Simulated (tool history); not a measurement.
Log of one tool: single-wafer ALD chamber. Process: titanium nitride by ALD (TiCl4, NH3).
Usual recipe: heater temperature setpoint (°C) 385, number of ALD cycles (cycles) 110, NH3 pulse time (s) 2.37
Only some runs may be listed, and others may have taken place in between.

run    hour  heater temperature setpoint (°C)  number of ALD cycles (cycles)  NH3 pulse time (s)  read-back reference wafer on the same gauge, thickness_nm  mean film thickness on the monitor wafer (Å)
  1       0                               390                            110                2.37                                                      2.374                                          23.2
  2    60.7                               390                            110                2.37                                                      2.377                                         23.17
  3   125.9                               385                            110                2.37                                                      2.374                                         23.16
  4   175.7                               385                            110                2.37                                                      2.372                                            23
  5   207.4                               385                            110                2.37                                                      2.374                                         23.11
  6   248.2                               385                            110                2.37                                                      2.373                                         23.14
  7     290                               385                            110                2.37                                                       2.37                                         23.15
  8   315.7                               385                            110                2.37                                                      2.371                                         23.06
  9   362.8                               385                            110                2.37                                                      2.374                                          23.2
 10   425.5                               385                            110                2.37                                                      2.369                                         23.06
 11   494.8                               385                            110                2.37                                                      2.371                                         23.13
 12   551.1                               385                            110                2.37                                                      2.372                                         23.06
      563.1  -- thermocouple changed; heater temperature recalibrated
 13   609.5                               393                            110                2.37                                                      2.371                                         23.28
 14   766.9                               376                            110                2.37                                                      2.372                                         22.87
        786  -- gauge calibrated
 15     810                               370                            110                2.37                                                      2.406                                         23.03
      824.6  -- showerhead replaced
 16   845.2                               385                            110                2.37                                                      2.405                                         23.43
 17     881                               385                            110                2.37                                                        2.4                                         23.36
 18   929.9                               398                            101                2.37                                                      2.397                                         21.65
 19   974.4                               391                             90                2.81                                                      2.396                                         19.38
 20  1013.6                               395                            110                2.37                                                      2.393                                         23.47
 21  1045.7                               373                            124                1.71                                                      2.392                                         25.21
 22  1109.9                               385                            101                2.37                                                      2.389                                         21.36
 23  1147.7                               400                             92                2.37                                                      2.389                                         19.63
 24  1208.8                               398                             95                3.19                                                      2.388                                         20.62
 25    1278                               392                             88                2.37                                                      2.383                                         18.66
 26  1311.5                               394                             96                2.37                                                      2.384                                          20.4

Alternative continuations, all from the tool just after run 26; predict every row:
  A  1312.2                               400                            110                2.37                                                          ?                                             ?
  B  1312.2                               385                            103                2.37                                                          ?                                             ?
  C  1312.2                               391                            117                2.92                                                          ?                                             ?
  D  1312.2                               376                             99                3.07                                                          ?                                             ?
  E  1312.2                               375                            101                 2.1                                                          ?                                             ?

run  read-back reference wafer on the same gauge, thickness_nm  mean film thickness on the monitor wafer (Å)
  A                                                      2.382                                         23.54
  B                                                      2.382                                         21.77
  C                                                      2.382                                          25.1
  D                                                      2.382                                         21.09
  E                                                      2.382                                         20.95
Without the tool's unlogged condition, the same runs would have read:
run  mean film thickness on the monitor wafer (Å)
  A                                          23.8
  B                                         22.01
  C                                         25.38
  D                                         21.32
  E                                         21.18
